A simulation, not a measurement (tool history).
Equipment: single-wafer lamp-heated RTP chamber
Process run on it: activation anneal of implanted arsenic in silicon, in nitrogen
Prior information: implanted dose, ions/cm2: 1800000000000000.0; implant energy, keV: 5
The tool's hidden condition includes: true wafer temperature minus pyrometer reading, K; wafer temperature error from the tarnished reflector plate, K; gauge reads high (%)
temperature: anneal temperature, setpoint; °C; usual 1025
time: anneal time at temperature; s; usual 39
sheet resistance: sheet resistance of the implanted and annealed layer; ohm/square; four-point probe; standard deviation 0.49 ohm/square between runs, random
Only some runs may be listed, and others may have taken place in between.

run    hour  temperature  time  wafers since the last listed run  wafers since the last pyrometer calibration  wafers since the reflector plate was cleaned  hours since the gauge calibration  read-back reference wafer on the same gauge, sheet resistance  sheet resistance
  1     0.0         1019    39                                 0                                         2055                                          1812                              542.1                                                          95.94            109.65
       58.3  -- pyrometer window cleaned and pyrometer calibrated
  2    58.8         1019    39                               457                                            4                                          2269                              600.9                                                          95.98            107.68
  3   115.2         1019    39                               508                                          512                                          2778                              657.3                                                          96.02            108.40
  4   176.5         1025    39                               552                                         1065                                          3330                              718.6                                                          95.90            104.25
  5   204.5         1025    39                               252                                         1317                                          3583                              746.6                                                          96.04            104.11
  6   243.0         1025    39                               347                                         1664                                          3930                              785.1                                                          95.92            104.40
  7   285.4         1025    39                               382                                         2047                                          4312                              827.5                                                          95.97            104.34
      303.4  -- pyrometer window cleaned and pyrometer calibrated
  8   330.1         1025    39                               330                                          240                                          4643                              872.2                                                          96.04            102.82
  9   425.3         1025    27                               858                                         1098                                          5501                              967.4                                                          95.95            116.26
 10   482.7         1025    27                               517                                         1615                                          6018                             1024.8                                                          96.04            116.24
      525.5  -- pyrometer window cleaned and pyrometer calibrated
 11   550.9         1025    27                               542                                          228                                          6561                             1093.0                                                          96.04            115.60
      575.4  -- reflector plate cleaned
      581.9  -- gauge calibrated
 12   618.8         1025    39                               539                                          768                                           391                               36.9                                                          96.03            104.41
 13   688.3         1025    39                               626                                         1395                                          1017                              106.4                                                          95.98            103.59
 14   729.2         1025    39                               368                                         1763                                          1386                              147.3                                                          95.88            104.84
 15   772.4         1025    47                               389                                         2153                                          1775                              190.5                                                          95.94             98.71
      820.0  -- pyrometer window cleaned and pyrometer calibrated
 16   832.8         1025    22                               472                                          115                                          2248                              250.9                                                          95.91            123.37
 17   896.6         1025    39                               575                                          690                                          2823                              314.7                                                          96.10            103.94
 18   946.1         1038    39                               446                                         1136                                          3269                              364.2                                                          96.06             95.08
 19   972.1         1037    46                               234                                         1370                                          3503                              390.2                                                          95.99             92.04
 20  1034.2         1025    59                               559                                         1930                                          4063                              452.3                                                          95.96             94.25
     1055.3  -- pyrometer window cleaned and pyrometer calibrated
 21  1064.3         1045    56                               199                                           81                                          4262                              482.4                                                          95.95             83.86
 22  1136.1         1016    20                               647                                          728                                          4910                              554.2                                                          96.04            137.07
 23  1162.9         1000    19                               241                                          970                                          5151                              581.0                                                          95.96            160.77
 24  1193.2         1046    31                               273                                         1243                                          5424                              611.3                                                          95.91             95.39
 25  1263.9         1004    48                               637                                         1880                                          6062                              682.0                                                          95.96            115.86
 26  1301.0         1041    28                               334                                         2214                                          6396                              719.1                                                          96.02            102.88

5 options for the next run, each taken on its own from the tool as it stands now. Forecast them:
  A  1301.4         1025    39                                 3                                         2218                                          6400                              719.5                                                              ?                 ?
  B  1301.4         1005    22                                 3                                         2218                                          6400                              719.5                                                              ?                 ?
  C  1301.4         1025    21                                 3                                         2218                                          6400                              719.5                                                              ?                 ?
  D  1301.4         1025    45                                 3                                         2218                                          6400                              719.5                                                              ?                 ?
  E  1301.4         1035    27                                 3                                         2218                                          6400                              719.5                                                              ?                 ?

run  read-back reference wafer on the same gauge, sheet resistance  sheet resistance
  A                                                          95.97            103.77
  B                                                          95.97            146.44
  C                                                          95.97            124.96
  D                                                          95.97             99.72
  E                                                          95.97            107.10
Stripped of hidden state, with their random variation kept, the same runs would have yielded:
run  sheet resistance
  A            103.77
  B            146.44
  C            124.96
  D             99.72
  E            107.10
